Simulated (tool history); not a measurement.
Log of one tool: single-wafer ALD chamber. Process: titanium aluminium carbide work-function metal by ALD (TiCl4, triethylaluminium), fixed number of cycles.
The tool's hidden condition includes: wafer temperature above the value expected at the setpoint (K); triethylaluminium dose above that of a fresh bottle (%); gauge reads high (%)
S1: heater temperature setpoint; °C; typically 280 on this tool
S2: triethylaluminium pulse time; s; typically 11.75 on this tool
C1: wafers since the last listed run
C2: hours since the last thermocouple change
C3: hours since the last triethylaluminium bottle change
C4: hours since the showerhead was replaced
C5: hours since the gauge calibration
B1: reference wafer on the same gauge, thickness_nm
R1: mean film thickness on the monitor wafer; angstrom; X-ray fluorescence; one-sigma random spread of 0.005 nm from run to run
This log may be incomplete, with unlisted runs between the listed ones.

Run 1, day 0: usual settings but S1 287 °C, S2 15.38 s; C1 0; C2 173.2; C3 388.7; C4 5869.3; C5 1843.4; B1 2.159. Result: R1 19.71 angstrom.
Run 2, day 4.425: usual settings but S1 287 °C, S2 15.38 s; C1 1671; C2 279.4; C3 494.9; C4 5975.5; C5 1949.6; B1 2.161. Result: R1 19.84 angstrom.
Run 3, day 6.5: usual settings but S1 287 °C, S2 15.38 s; C1 783; C2 329.2; C3 544.7; C4 6025.3; C5 1999.4; B1 2.163. Result: R1 19.72 angstrom.
At day 9.275: showerhead replaced.
Run 4, day 10.171: usual settings but S1 284 °C; C1 1260; C2 417.3; C3 632.8; C4 21.5; C5 2087.5; B1 2.161. Result: R1 19.33 angstrom.
Run 5, day 14.367: usual settings but S1 284 °C; C1 1584; C2 518; C3 733.5; C4 122.2; C5 2188.2; B1 2.162. Result: R1 19.37 angstrom.
Run 6, day 16.279: usual settings but S1 284 °C; C1 722; C2 563.9; C3 779.4; C4 168.1; C5 2234.1; B1 2.161. Result: R1 19.41 angstrom.
Run 7, day 20.004: usual settings; C1 1406; C2 653.3; C3 868.8; C4 257.5; C5 2323.5; B1 2.16. Result: R1 19.09 angstrom.
At day 22.292: triethylaluminium bottle replaced.
Run 8, day 23.879: usual settings; C1 1337; C2 746.3; C3 38.1; C4 350.5; C5 2416.5; B1 2.159. Result: R1 19.19 angstrom.
Run 9, day 28.067: usual settings; C1 1581; C2 846.8; C3 138.6; C4 451; C5 2517; B1 2.162. Result: R1 19.19 angstrom.
Run 10, day 32.242: usual settings but S2 9.13 s; C1 1576; C2 947; C3 238.8; C4 551.2; C5 2617.2; B1 2.16. Result: R1 18.88 angstrom.
Run 11, day 35.596: usual settings but S1 269 °C; C1 1266; C2 1027.5; C3 319.3; C4 631.7; C5 2697.7; B1 2.161. Result: R1 18.35 angstrom.
Run 12, day 37.758: usual settings but S1 274 °C; C1 816; C2 1079.4; C3 371.2; C4 683.6; C5 2749.6; B1 2.16. Result: R1 18.74 angstrom.
Run 13, day 39.279: usual settings but S1 275 °C, S2 8.35 s; C1 574; C2 1115.9; C3 407.7; C4 720.1; C5 2786.1; B1 2.16. Result: R1 18.36 angstrom.
Run 14, day 42.479: usual settings; C1 1208; C2 1192.7; C3 484.5; C4 796.9; C5 2862.9; B1 2.162. Result: R1 19.22 angstrom.
Run 15, day 44.004: usual settings but S2 14.08 s; C1 575; C2 1229.3; C3 521.1; C4 833.5; C5 2899.5; B1 2.16. Result: R1 19.38 angstrom.
Run 16, day 48.083: usual settings but S1 273 °C, S2 15.38 s; C1 1540; C2 1327.2; C3 619; C4 931.4; C5 2997.4; B1 2.159. Result: R1 18.93 angstrom.
Run 17, day 52.142: usual settings but S1 287 °C, S2 15.38 s; C1 1532; C2 1424.6; C3 716.4; C4 1028.8; C5 3094.8; B1 2.16. Result: R1 20.02 angstrom.
Run 18, day 56.229: usual settings but S2 9.51 s; C1 1543; C2 1522.7; C3 814.5; C4 1126.9; C5 3192.9; B1 2.159. Result: R1 19.08 angstrom.
At day 56.575: gauge calibrated.
At day 58.3: triethylaluminium bottle replaced.
Run 19, day 59.388: usual settings; C1 1066; C2 1598.5; C3 26.1; C4 1202.7; C5 67.5; B1 2.16. Result: R1 19.33 angstrom.
Run 20, day 63.696: usual settings but S1 273 °C, S2 8.07 s; C1 1627; C2 1701.9; C3 129.5; C4 1306.1; C5 170.9; B1 2.16. Result: R1 18.28 angstrom.
At day 65.733: thermocouple changed; heater temperature recalibrated.
Run 21, day 66.342: usual settings; C1 873; C2 14.6; C3 193; C4 1369.6; C5 234.4; B1 2.16. Result: R1 18.9 angstrom.
Run 22, day 75.246: usual settings; C1 3362; C2 228.3; C3 406.7; C4 1583.3; C5 448.1; B1 2.159. Result: R1 19.15 angstrom.
Run 23, day 77.538: usual settings; C1 865; C2 283.3; C3 461.7; C4 1638.3; C5 503.1; B1 2.161. Result: R1 19.02 angstrom.
Run 24, day 79.733: usual settings but S1 271 °C, S2 7.22 s; C1 829; C2 336; C3 514.4; C4 1691; C5 555.8; B1 2.159. Result: R1 17.7 angstrom.
Run 25, day 82.008: usual settings but S1 293 °C, S2 7.57 s; C1 859; C2 390.6; C3 569; C4 1745.6; C5 610.4; B1 2.158. Result: R1 19.52 angstrom.
Run 26, day 84.612: usual settings but S1 294 °C, S2 8.78 s; C1 983; C2 453.1; C3 631.5; C4 1808.1; C5 672.9; B1 2.157. Result: R1 19.87 angstrom.
Run 27, day 86.417: usual settings; C1 681; C2 496.4; C3 674.8; C4 1851.4; C5 716.2; B1 2.162. Result: R1 19.17 angstrom.
Run 28, day 90.779: usual settings but S1 266 °C; C1 1647; C2 601.1; C3 779.5; C4 1956.1; C5 820.9; B1 2.158. Result: R1 18.07 angstrom.
Run 29, day 94.629: usual settings but S1 294 °C, S2 8.37 s; C1 1454; C2 693.5; C3 871.9; C4 2048.5; C5 913.3; B1 2.158. Result: R1 19.82 angstrom.
At day 95.104: triethylaluminium bottle replaced.
Run 30, day 96.462: usual settings but S1 286 °C, S2 16.04 s; C1 566; C2 737.5; C3 32.6; C4 2092.5; C5 957.3; B1 2.16. Result: R1 19.93 angstrom.
Run 31, day 100.267: usual settings; C1 1436; C2 828.8; C3 123.9; C4 2183.8; C5 1048.6; B1 2.162. Result: R1 19.2 angstrom.
Run 32, day 104.012: usual settings; C1 1414; C2 918.7; C3 213.8; C4 2273.7; C5 1138.5; B1 2.16. Result: R1 19.22 angstrom.
Run 33, day 111.446: usual settings but S1 294 °C, S2 7.77 s; C1 2807; C2 1097.1; C3 392.2; C4 2452.1; C5 1316.9; B1 2.16. Result: R1 19.74 angstrom.

Predict each of these 4 candidate next runs independently; none follows another, all start after run 33:
Run A, day 111.462: usual settings but S1 268 °C; C1 6; C2 1097.5; C3 392.6; C4 2452.5; C5 1317.3; B1 ?. Result: R1 ?.
Run B, day 111.462: usual settings but S1 267 °C, S2 9.1 s; C1 6; C2 1097.5; C3 392.6; C4 2452.5; C5 1317.3; B1 ?. Result: R1 ?.
Run C, day 111.462: usual settings but S1 293 °C, S2 16.2 s; C1 6; C2 1097.5; C3 392.6; C4 2452.5; C5 1317.3; B1 ?. Result: R1 ?.
Run D, day 111.462: usual settings but S1 265 °C, S2 14.26 s; C1 6; C2 1097.5; C3 392.6; C4 2452.5; C5 1317.3; B1 ?. Result: R1 ?.

run     B1     R1
  A  2.158  18.38
  B  2.158     18
  C  2.158  20.56
  D  2.158   18.3
With the hidden condition removed and each run's random variation left untouched, the same runs would have given:
run     R1
  A  17.88
  B  17.51
  C  20.04
  D  17.79

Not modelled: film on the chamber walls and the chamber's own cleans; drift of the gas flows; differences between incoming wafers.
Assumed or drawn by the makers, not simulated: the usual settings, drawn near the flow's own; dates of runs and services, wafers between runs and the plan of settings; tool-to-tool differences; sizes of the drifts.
